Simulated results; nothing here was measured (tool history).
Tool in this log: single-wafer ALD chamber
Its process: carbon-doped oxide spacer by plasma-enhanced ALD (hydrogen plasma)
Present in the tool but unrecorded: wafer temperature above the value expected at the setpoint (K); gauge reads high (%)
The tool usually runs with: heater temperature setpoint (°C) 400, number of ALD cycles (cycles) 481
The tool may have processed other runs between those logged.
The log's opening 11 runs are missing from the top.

run      day  heater temperature setpoint (°C)  number of ALD cycles (cycles)  wafers since the last listed run  hours since the last thermocouple change  hours since the gauge calibration  read-back reference wafer on the same gauge, thickness_nm  mean film thickness on the monitor wafer (Å)
 12   38.333                               400                            481                                59                                    1630.5                             2346.6                                                     18.005                                        216.96
 13   40.192                               392                            481                                36                                    1675.1                             2391.2                                                     18.002                                        220.06
 14   42.517                               392                            481                                45                                    1730.9                             2447.0                                                     17.994                                        219.55
 15   44.488                               400                            481                                38                                    1778.2                             2494.3                                                     17.986                                        216.18
 16   48.821                               400                            481                                84                                    1882.2                             2598.3                                                     18.009                                        216.29
 17   51.392                               400                            481                                50                                    1943.9                             2660.0                                                     17.991                                        215.98
 18   54.729                               400                            481                                65                                    2024.0                             2740.1                                                     17.994                                        214.99
      55.375  -- thermocouple changed; heater temperature recalibrated
 19   57.000                               400                            481                                37                                      39.0                             2794.6                                                     18.000                                        219.85
 20   59.529                               405                            443                                49                                      99.7                             2855.3                                                     17.991                                        199.11
 21   63.758                               400                            513                                82                                     201.2                             2956.8                                                     18.002                                        233.79
 22   65.792                               392                            573                                39                                     250.0                             3005.6                                                     18.000                                        261.68
 23   69.938                               400                            481                                80                                     349.5                             3105.1                                                     17.998                                        217.64
      74.233  -- gauge calibrated
 24   82.096                               400                            537                               237                                     641.3                              188.7                                                     18.008                                        240.81
 25   86.000                               395                            442                                76                                     735.0                              282.4                                                     18.010                                        201.41
 26   88.183                               400                            507                                42                                     787.4                              334.8                                                     18.001                                        228.75
 27   92.417                               390                            515                                82                                     889.0                              436.4                                                     18.004                                        235.18
 28   94.321                               392                            393                                37                                     934.7                              482.1                                                     18.012                                        179.54
 29   97.038                               400                            481                                52                                     999.9                              547.3                                                     17.997                                        215.79
 30   98.904                               400                            481                                36                                    1044.7                              592.1                                                     17.995                                        218.17
 31  103.146                               395                            571                                82                                    1146.5                              693.9                                                     17.993                                        260.91
 32  107.442                               414                            481                                83                                    1249.6                              797.0                                                     17.999                                        205.29
 33  111.575                               400                            574                                80                                    1348.8                              896.2                                                     17.997                                        256.88
 34  113.983                               396                            508                                46                                    1406.6                              954.0                                                     18.002                                        230.20

Branching from run 34: 3 alternative next runs. What would each branch give?
  A  114.029                               400                            540                                 0                                    1407.7                              955.1                                                          ?                                             ?
  B  114.029                               392                            396                                 0                                    1407.7                              955.1                                                          ?                                             ?
  C  114.029                               400                            527                                 0                                    1407.7                              955.1                                                          ?                                             ?

run  read-back reference wafer on the same gauge, thickness_nm  mean film thickness on the monitor wafer (Å)
  A                                                     18.009                                        242.10
  B                                                     18.009                                        180.89
  C                                                     18.009                                        236.27
Had the tool no hidden state, the same runs would have come out as:
run  mean film thickness on the monitor wafer (Å)
  A                                        246.67
  B                                        180.89
  C                                        240.73
